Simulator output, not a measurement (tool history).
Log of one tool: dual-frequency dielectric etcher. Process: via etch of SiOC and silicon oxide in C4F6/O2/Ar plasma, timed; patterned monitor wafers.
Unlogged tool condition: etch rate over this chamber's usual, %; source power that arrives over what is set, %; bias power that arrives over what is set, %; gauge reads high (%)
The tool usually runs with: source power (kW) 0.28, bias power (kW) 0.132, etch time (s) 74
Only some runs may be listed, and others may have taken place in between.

| run | hour | source power (kW) | bias power (kW) | etch time (s) | wafers since the last listed run | hours since the last wet clean | hours since the last source power generator calibration | hours since the last bias power generator calibration | hours since the last upper electrode change | hours since the gauge calibration | read-back reference wafer on the same gauge, depth_nm | mean etch depth across the wafer (angstrom) |
|---|---|---|---|---|---|---|---|---|---|---|---|---|
| 1 | 0 | 0.28 | 0.132 | 89 | 0 | 527.8 | 2049.3 | 2899 | 106.6 | 549.9 | 48.4 | 693 |
| 2 | 44.5 | 0.28 | 0.12 | 74 | 335 | 572.3 | 2093.8 | 2943.5 | 151.1 | 594.4 | 48.3 | 553 |
| 3 | 132.4 | 0.28 | 0.12 | 74 | 662 | 660.2 | 2181.7 | 3031.4 | 239 | 682.3 | 48.2 | 548 |
|  | 243.2 | wet clean of the chamber |
| 4 | 243.7 | 0.28 | 0.12 | 74 | 658 | 0.5 | 2293 | 3142.7 | 350.3 | 793.6 | 48.2 | 556 |
| 5 | 331.1 | 0.28 | 0.132 | 74 | 658 | 87.9 | 2380.4 | 3230.1 | 437.7 | 881 | 48.3 | 575 |
| 6 | 385 | 0.28 | 0.132 | 74 | 406 | 141.8 | 2434.3 | 3284 | 491.6 | 934.9 | 48.3 | 570 |
| 7 | 446.6 | 0.28 | 0.132 | 74 | 464 | 203.4 | 2495.9 | 3345.6 | 553.2 | 996.5 | 48.3 | 574 |
| 8 | 484.1 | 0.28 | 0.119 | 74 | 282 | 240.9 | 2533.4 | 3383.1 | 590.7 | 1034 | 48.2 | 548 |
| 9 | 725.6 | 0.28 | 0.132 | 74 | 1820 | 482.4 | 2774.9 | 3624.6 | 832.2 | 1275.5 | 48.3 | 569 |
| 10 | 808.9 | 0.28 | 0.15 | 64.5 | 628 | 565.7 | 2858.2 | 3707.9 | 915.5 | 1358.8 | 48.3 | 522 |
| 11 | 850.6 | 0.28 | 0.164 | 64.5 | 314 | 607.4 | 2899.9 | 3749.6 | 957.2 | 1400.5 | 48.3 | 540 |
| 12 | 949.3 | 0.28 | 0.112 | 74 | 744 | 706.1 | 2998.6 | 3848.3 | 1055.9 | 1499.2 | 48.3 | 531 |
|  | 1012.8 | wet clean of the chamber |
|  | 1066.7 | bias power generator calibrated |
| 13 | 1204.4 | 0.22 | 0.155 | 66 | 1712 | 191.6 | 3253.7 | 137.7 | 1311 | 1754.3 | 48.3 | 508 |
| 14 | 1308.3 | 0.25 | 0.132 | 74 | 783 | 295.5 | 3357.6 | 241.6 | 1414.9 | 1858.2 | 48.2 | 563 |
| 15 | 1415.7 | 0.32 | 0.132 | 59.5 | 809 | 402.9 | 3465 | 349 | 1522.3 | 1965.6 | 48.3 | 489 |
| 16 | 1478.5 | 0.32 | 0.132 | 59.5 | 473 | 465.7 | 3527.8 | 411.8 | 1585.1 | 2028.4 | 48.3 | 492 |
| 17 | 1540.8 | 0.28 | 0.101 | 87 | 469 | 528 | 3590.1 | 474.1 | 1647.4 | 2090.7 | 48.2 | 612 |
| 18 | 1603.1 | 0.31 | 0.122 | 54.5 | 469 | 590.3 | 3652.4 | 536.4 | 1709.7 | 2153 | 48.3 | 429 |
|  | 1673.3 | wet clean of the chamber |
| 19 | 1673.8 | 0.28 | 0.119 | 74 | 352 | 0.5 | 3723.1 | 607.1 | 1780.4 | 2223.7 | 48.3 | 557 |
| 20 | 1773.5 | 0.26 | 0.132 | 96 | 751 | 100.2 | 3822.8 | 706.8 | 1880.1 | 2323.4 | 48.3 | 732 |
|  | 1776.4 | gauge calibrated |
|  | 1802.8 | upper electrode replaced |
| 21 | 1868 | 0.23 | 0.122 | 74 | 531 | 194.7 | 3917.3 | 801.3 | 65.2 | 91.6 | 48.2 | 525 |
|  | 1872.6 | source power generator calibrated |
| 22 | 1944.6 | 0.31 | 0.157 | 84.5 | 547 | 271.3 | 72 | 877.9 | 141.8 | 168.2 | 48.3 | 738 |
| 23 | 1997.8 | 0.28 | 0.102 | 74 | 401 | 324.5 | 125.2 | 931.1 | 195 | 221.4 | 48.3 | 524 |
| 24 | 2076.2 | 0.25 | 0.132 | 74 | 591 | 402.9 | 203.6 | 1009.5 | 273.4 | 299.8 | 48.2 | 560 |
| 25 | 2177.3 | 0.34 | 0.106 | 74 | 762 | 504 | 304.7 | 1110.6 | 374.5 | 400.9 | 48.3 | 575 |
| 26 | 2248.9 | 0.28 | 0.132 | 74 | 539 | 575.6 | 376.3 | 1182.2 | 446.1 | 472.5 | 48.4 | 582 |
| 27 | 2311.8 | 0.28 | 0.132 | 74 | 474 | 638.5 | 439.2 | 1245.1 | 509 | 535.4 | 48.3 | 579 |
| 28 | 2368.4 | 0.28 | 0.153 | 63.5 | 426 | 695.1 | 495.8 | 1301.7 | 565.6 | 592 | 48.3 | 528 |
|  | 2418.6 | wet clean of the chamber |
| 29 | 2466.7 | 0.28 | 0.132 | 74 | 560 | 48.1 | 594.1 | 1400 | 663.9 | 690.3 | 48.4 | 575 |
| 30 | 2610.6 | 0.28 | 0.117 | 74 | 1084 | 192 | 738 | 1543.9 | 807.8 | 834.2 | 48.2 | 555 |

Pick out some run-to-run changes in mean etch depth across the wafer (angstrom). Of each, how much would a tool without hidden state show as well, from the settings, what came in and chance, and how much is left for the hidden state and any gauge scatter not in both results compared?
Run 1 -> 2: bias power (kW) 0.132 -> 0.12, etch time (s) 89 -> 74. mean etch depth across the wafer (angstrom) -140: hidden state +1, all else -141.
Run 8 -> 9: bias power (kW) 0.119 -> 0.132. mean etch depth across the wafer (angstrom) +21: hidden state -2, all else +23.
Run 12 -> 13: source power (kW) 0.28 -> 0.22, bias power (kW) 0.112 -> 0.155, etch time (s) 74 -> 66, wet clean of the chamber, bias power generator calibrated. mean etch depth across the wafer (angstrom) -23: hidden state +10, all else -33.
Run 20 -> 21: source power (kW) 0.26 -> 0.23, bias power (kW) 0.132 -> 0.122, etch time (s) 96 -> 74, gauge calibrated, upper electrode replaced. mean etch depth across the wafer (angstrom) -207: hidden state +0, all else -207.
Run 21 -> 22: source power (kW) 0.23 -> 0.31, bias power (kW) 0.122 -> 0.157, etch time (s) 74 -> 84.5, source power generator calibrated. mean etch depth across the wafer (angstrom) +213: hidden state +0, all else +213.
Run 22 -> 23: source power (kW) 0.31 -> 0.28, bias power (kW) 0.157 -> 0.102, etch time (s) 84.5 -> 74. mean etch depth across the wafer (angstrom) -214: hidden state +0, all else -214.

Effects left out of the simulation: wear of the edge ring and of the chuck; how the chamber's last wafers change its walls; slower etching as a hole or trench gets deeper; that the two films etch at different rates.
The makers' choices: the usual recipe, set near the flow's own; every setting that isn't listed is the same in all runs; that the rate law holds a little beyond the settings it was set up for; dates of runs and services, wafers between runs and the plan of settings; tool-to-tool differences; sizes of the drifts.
